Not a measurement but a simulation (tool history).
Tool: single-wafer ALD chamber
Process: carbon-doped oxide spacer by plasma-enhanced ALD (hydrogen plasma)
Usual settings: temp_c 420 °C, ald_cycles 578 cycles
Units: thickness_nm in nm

run    hour  temp_c  ald_cycles  wafers since the last listed run  hours since the last thermocouple change  hours since the gauge calibration  read-back reference wafer on the same gauge, thickness_nm  thickness_nm
  1       0     432         578                                 0                                      1509                              871.1                                                     24.501        28.718
  2    49.4     420         578                                36                                    1558.4                              920.5                                                     24.514        30.158
  3    98.8     420         578                                36                                    1607.8                              969.9                                                     24.498        30.219
  4   158.5     420         578                                43                                    1667.5                             1029.6                                                     24.497        30.192
  5   223.6     420         578                                47                                    1732.6                             1094.7                                                     24.506        30.175
  6   265.2     420         578                                30                                    1774.2                             1136.3                                                     24.502        30.334
  7   327.5     420         578                                45                                    1836.5                             1198.6                                                     24.507        30.194
  8   363.2     431         612                                26                                    1872.2                             1234.3                                                     24.493        30.795
  9   389.7     431         612                                19                                    1898.7                             1260.8                                                     24.507        30.804
 10   414.3     416         578                                18                                    1923.3                             1285.4                                                     24.507        30.714
 11   441.9     416         578                                20                                    1950.9                               1313                                                     24.505        30.691
 12   496.6     420         578                                40                                    2005.6                             1367.7                                                      24.48        30.346
 13     526     420         578                                21                                      2035                             1397.1                                                     24.492         30.28
      534.8  -- gauge calibrated
 14   592.4     406         535                                48                                    2101.4                               57.6                                                     24.504        29.347
 15   659.2     420         578                                49                                    2168.2                              124.4                                                     24.489        30.376
 16   717.6     426         578                                43                                    2226.6                              182.8                                                     24.519        29.723
 17   766.7     429         626                                36                                    2275.7                              231.9                                                     24.496        32.041
 18   815.8     415         578                                36                                    2324.8                                281                                                      24.49        31.037
 19     873     420         578                                42                                      2382                              338.2                                                     24.488        30.474
      892.9  -- thermocouple changed; heater temperature recalibrated
 20   903.5     420         683                                16                                      10.6                              368.7                                                     24.489        34.947
 21   959.3     420         578                                41                                      66.4                              424.5                                                     24.481        29.612
 22  1004.6     420         674                                33                                     111.7                              469.8                                                     24.484        34.594
 23  1071.7     416         578                                49                                     178.8                              536.9                                                     24.494        30.073
 24  1140.7     415         548                                50                                     247.8                              605.9                                                       24.5        28.578
 25    1200     408         610                                43                                     307.1                              665.2                                                     24.502         32.47
 26  1248.5     416         578                                35                                     355.6                              713.7                                                     24.491        30.011

Forecast each of these 4 alternatives for the next run:
  A  1249.8     420         578                                 0                                     356.9                                715                                                          ?             ?
  B  1249.8     433         578                                 0                                     356.9                                715                                                          ?             ?
  C  1249.8     420         617                                 0                                     356.9                                715                                                          ?             ?
  D  1249.8     420         672                                 0                                     356.9                                715                                                          ?             ?

run  read-back reference wafer on the same gauge, thickness_nm  thickness_nm
  A                                                     24.504         29.66
  B                                                     24.504        28.252
  C                                                     24.504        31.662
  D                                                     24.504        34.484
Without the tool's hidden state the same runs would have given:
run  thickness_nm
  A        29.769
  B        28.361
  C        31.778
  D         34.61

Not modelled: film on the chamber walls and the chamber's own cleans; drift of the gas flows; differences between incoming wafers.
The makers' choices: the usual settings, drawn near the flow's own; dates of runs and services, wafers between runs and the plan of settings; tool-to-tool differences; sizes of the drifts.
